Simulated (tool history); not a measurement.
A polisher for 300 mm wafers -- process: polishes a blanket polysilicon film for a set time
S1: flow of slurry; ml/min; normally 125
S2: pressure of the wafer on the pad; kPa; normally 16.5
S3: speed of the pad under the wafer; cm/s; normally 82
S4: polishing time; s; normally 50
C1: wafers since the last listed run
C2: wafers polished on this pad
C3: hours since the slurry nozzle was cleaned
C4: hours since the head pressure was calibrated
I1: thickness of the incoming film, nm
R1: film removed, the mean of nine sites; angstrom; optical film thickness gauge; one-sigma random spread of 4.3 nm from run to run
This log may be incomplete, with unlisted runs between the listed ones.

run,day,S1,S2,S3,S4,C1,C2,C3,C4,I1,R1
1,0.000,125,16.5,82,50,0,310,168.2,618.0,1257.6,2885
2,1.254,125,16.5,82,50,188,498,198.3,648.1,1278.7,2884
3,2.317,125,16.5,82,50,159,657,223.8,673.6,1269.8,2853
4,2.825,125,16.5,82,50,76,734,236.0,685.8,1239.6,2849
# day 3.958: worn pad replaced by a new one
5,4.062,125,16.5,82,50,160,15,265.7,715.5,1241.8,2954
6,5.554,125,16.5,82,50,224,239,301.5,751.3,1227.6,2985
7,7.017,125,16.5,82,50,219,459,336.6,786.4,1252.6,2906
8,8.121,125,16.5,82,50,165,624,363.1,812.9,1228.3,2876
9,9.012,125,16.5,82,50,133,758,384.5,834.3,1248.7,2831
# day 10.108: worn pad replaced by a new one, of another model than before
10,10.475,125,16.5,82,50,194,54,419.6,869.4,1256.5,2937
11,11.821,125,18.6,82,50,202,256,451.9,901.7,1263.4,3137
12,12.767,125,18.6,82,50,142,398,474.6,924.4,1255.2,3087
13,13.454,125,16.5,96,50,103,502,491.1,940.9,1269.2,3200
14,14.717,125,16.5,96,50,189,691,521.4,971.2,1269.6,3200
15,15.529,125,16.5,96,50,122,813,540.9,990.7,1231.5,3202
16,16.604,125,16.5,70,50,161,975,566.7,1016.5,1230.7,2457
# day 17.017: slurry nozzle cleaned
# day 17.404: worn pad replaced by a new one
17,17.425,100,21.4,100,60,91,3,9.8,1036.2,1235.9,4448

Run 18, settings as shown, results not yet in. Your forecast:
18,18.225,125,16.5,82,50,120,123,29.0,1055.4,1245.8,?

{"run 18": {"R1": 2922}}
The same run, on a tool lacking any hidden state, would have yielded R1 2970 angstrom.
